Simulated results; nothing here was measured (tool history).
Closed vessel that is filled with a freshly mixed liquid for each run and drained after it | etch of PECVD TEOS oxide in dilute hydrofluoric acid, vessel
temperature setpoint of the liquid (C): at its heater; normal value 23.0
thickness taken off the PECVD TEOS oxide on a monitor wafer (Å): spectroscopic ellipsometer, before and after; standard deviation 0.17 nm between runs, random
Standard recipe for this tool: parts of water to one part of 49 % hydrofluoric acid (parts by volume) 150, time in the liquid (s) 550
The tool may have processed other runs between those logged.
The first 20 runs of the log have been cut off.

| run | hour | temperature setpoint of the liquid (C) | parts of water to one part of 49 % hydrofluoric acid (parts by volume) | time in the liquid (s) | read-back film thickness of the PECVD TEOS oxide reference wafer, read on the same gauge (nm) | thickness taken off the PECVD TEOS oxide on a monitor wafer (Å) |
|---|---|---|---|---|---|---|
|  | 1352.4 | hydrofluoric acid flow meter replaced |
| 21 | 1354.7 | 27.0 | 220 | 275 | 69.98 | 192.3 |
| 22 | 1454.8 | 21.0 | 195 | 660 | 70.00 | 431.2 |
|  | 1501.0 | gauge calibrated |
| 23 | 1506.1 | 28.0 | 150 | 665 | 69.98 | 770.3 |
| 24 | 1570.1 | 23.0 | 150 | 550 | 69.94 | 534.6 |
| 25 | 1637.3 | 23.0 | 150 | 550 | 70.00 | 533.6 |
| 26 | 1705.3 | 23.0 | 150 | 550 | 69.99 | 535.6 |
| 27 | 1752.7 | 21.0 | 180 | 550 | 69.97 | 399.9 |
| 28 | 1811.6 | 18.0 | 75 | 850 | 70.00 | 1466.8 |
| 29 | 1861.8 | 19.5 | 175 | 780 | 70.01 | 552.6 |
| 30 | 1967.9 | 23.0 | 205 | 255 | 69.98 | 174.2 |
| 31 | 2066.9 | 25.0 | 150 | 300 | 70.05 | 320.1 |
|  | 2092.6 | hydrofluoric acid flow meter replaced |
| 32 | 2369.8 | 26.5 | 115 | 270 | 69.99 | 403.5 |
| 33 | 2428.4 | 23.0 | 150 | 725 | 70.00 | 698.2 |
| 34 | 2523.8 | 20.5 | 150 | 725 | 69.98 | 635.7 |

3 ways to go on from here, each from the tool as it stands after run 34. What would each give?
| A | 2524.6 | 23.0 | 150 | 550 | ? | ? |
| B | 2524.6 | 23.0 | 150 | 260 | ? | ? |
| C | 2524.6 | 23.0 | 120 | 685 | ? | ? |

| run | read-back film thickness of the PECVD TEOS oxide reference wafer, read on the same gauge (nm) | thickness taken off the PECVD TEOS oxide on a monitor wafer (Å) |
|---|---|---|
| A | 69.99 | 529.7 |
| B | 69.99 | 250.4 |
| C | 69.99 | 852.2 |
Without the tool's hidden state the same runs would have given:
| run | thickness taken off the PECVD TEOS oxide on a monitor wafer (Å) |
|---|---|
| A | 529.3 |
| B | 250.2 |
| C | 852.7 |
